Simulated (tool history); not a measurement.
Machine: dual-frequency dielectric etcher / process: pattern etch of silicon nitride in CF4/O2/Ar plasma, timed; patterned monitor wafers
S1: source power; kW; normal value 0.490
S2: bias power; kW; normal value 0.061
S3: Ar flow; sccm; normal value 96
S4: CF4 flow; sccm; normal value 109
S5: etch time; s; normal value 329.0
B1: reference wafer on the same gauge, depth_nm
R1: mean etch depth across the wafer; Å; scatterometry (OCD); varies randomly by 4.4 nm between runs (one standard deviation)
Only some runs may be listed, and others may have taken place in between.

{"run": 1, "hour": 0.0, "S1": 0.49, "S2": 0.061, "S3": 81, "S4": 109, "S5": 329.0, "B1": 843.8, "R1": 7212}
{"run": 2, "hour": 75.1, "S1": 0.49, "S2": 0.061, "S3": 96, "S4": 109, "S5": 329.0, "B1": 840.9, "R1": 7103}
{"hour": 183.6, "done": "wet clean of the chamber"}
{"run": 3, "hour": 184.1, "S1": 0.49, "S2": 0.061, "S3": 96, "S4": 109, "S5": 329.0, "B1": 842.1, "R1": 7051}
{"run": 4, "hour": 247.6, "S1": 0.49, "S2": 0.061, "S3": 96, "S4": 109, "S5": 329.0, "B1": 842.9, "R1": 7067}
{"run": 5, "hour": 354.9, "S1": 0.49, "S2": 0.061, "S3": 96, "S4": 109, "S5": 329.0, "B1": 842.9, "R1": 7077}
{"run": 6, "hour": 395.3, "S1": 0.49, "S2": 0.061, "S3": 96, "S4": 109, "S5": 329.0, "B1": 843.0, "R1": 7060}
{"run": 7, "hour": 460.8, "S1": 0.49, "S2": 0.061, "S3": 96, "S4": 109, "S5": 329.0, "B1": 843.2, "R1": 7020}
{"hour": 557.1, "done": "wet clean of the chamber"}
{"run": 8, "hour": 557.6, "S1": 0.49, "S2": 0.061, "S3": 96, "S4": 109, "S5": 329.0, "B1": 841.3, "R1": 6992}
{"hour": 589.6, "done": "Ar flow controller replaced"}
{"run": 9, "hour": 611.9, "S1": 0.49, "S2": 0.061, "S3": 96, "S4": 109, "S5": 329.0, "B1": 842.9, "R1": 7041}
{"run": 10, "hour": 712.7, "S1": 0.49, "S2": 0.061, "S3": 96, "S4": 109, "S5": 329.0, "B1": 842.3, "R1": 7034}
{"hour": 765.2, "done": "bias power generator calibrated"}
{"run": 11, "hour": 771.0, "S1": 0.56, "S2": 0.061, "S3": 111, "S4": 109, "S5": 329.0, "B1": 841.7, "R1": 7727}
{"hour": 848.6, "done": "upper electrode replaced"}
{"run": 12, "hour": 863.4, "S1": 0.39, "S2": 0.057, "S3": 96, "S4": 109, "S5": 355.0, "B1": 841.8, "R1": 6196}
{"hour": 924.4, "done": "wet clean of the chamber"}
{"run": 13, "hour": 955.4, "S1": 0.49, "S2": 0.061, "S3": 96, "S4": 109, "S5": 329.0, "B1": 843.5, "R1": 7005}
{"hour": 981.3, "done": "source power generator calibrated"}
{"hour": 989.9, "done": "gauge calibrated"}
{"run": 14, "hour": 1022.9, "S1": 0.55, "S2": 0.061, "S3": 75, "S4": 109, "S5": 356.5, "B1": 842.3, "R1": 8460}
{"hour": 1080.3, "done": "CF4 flow controller replaced"}
{"run": 15, "hour": 1101.8, "S1": 0.49, "S2": 0.061, "S3": 96, "S4": 109, "S5": 329.0, "B1": 841.8, "R1": 7160}
{"run": 16, "hour": 1191.7, "S1": 0.49, "S2": 0.061, "S3": 109, "S4": 109, "S5": 329.0, "B1": 842.6, "R1": 7001}
{"run": 17, "hour": 1232.3, "S1": 0.49, "S2": 0.061, "S3": 96, "S4": 109, "S5": 329.0, "B1": 842.3, "R1": 7079}
{"hour": 1321.7, "done": "wet clean of the chamber"}
{"run": 18, "hour": 1322.2, "S1": 0.49, "S2": 0.066, "S3": 96, "S4": 109, "S5": 329.0, "B1": 841.6, "R1": 7360}
{"run": 19, "hour": 1398.6, "S1": 0.54, "S2": 0.066, "S3": 102, "S4": 109, "S5": 426.5, "B1": 841.1, "R1": 10203}
{"run": 20, "hour": 1503.0, "S1": 0.49, "S2": 0.061, "S3": 120, "S4": 109, "S5": 329.0, "B1": 842.8, "R1": 6944}
{"run": 21, "hour": 1549.9, "S1": 0.42, "S2": 0.056, "S3": 96, "S4": 109, "S5": 401.0, "B1": 841.5, "R1": 7424}

Each row is a separate what-if for the run after 21, all from the same tool condition, not one after another. Results?
{"run": "A", "hour": 1550.4, "S1": 0.54, "S2": 0.061, "S3": 96, "S4": 109, "S5": 329.0, "B1": "?", "R1": "?"}
{"run": "B", "hour": 1550.4, "S1": 0.56, "S2": 0.061, "S3": 96, "S4": 98, "S5": 264.0, "B1": "?", "R1": "?"}
{"run": "C", "hour": 1550.4, "S1": 0.49, "S2": 0.047, "S3": 96, "S4": 109, "S5": 358.5, "B1": "?", "R1": "?"}
{"run": "D", "hour": 1550.4, "S1": 0.49, "S2": 0.061, "S3": 96, "S4": 109, "S5": 284.0, "B1": "?", "R1": "?"}

run=A B1=842.8 R1=7650
run=B B1=842.8 R1=6261
run=C B1=842.8 R1=6808
run=D B1=842.8 R1=6123
What these runs would have given with no unlogged condition in the tool:
run=A R1=7650
run=B R1=6261
run=C R1=6808
run=D R1=6123

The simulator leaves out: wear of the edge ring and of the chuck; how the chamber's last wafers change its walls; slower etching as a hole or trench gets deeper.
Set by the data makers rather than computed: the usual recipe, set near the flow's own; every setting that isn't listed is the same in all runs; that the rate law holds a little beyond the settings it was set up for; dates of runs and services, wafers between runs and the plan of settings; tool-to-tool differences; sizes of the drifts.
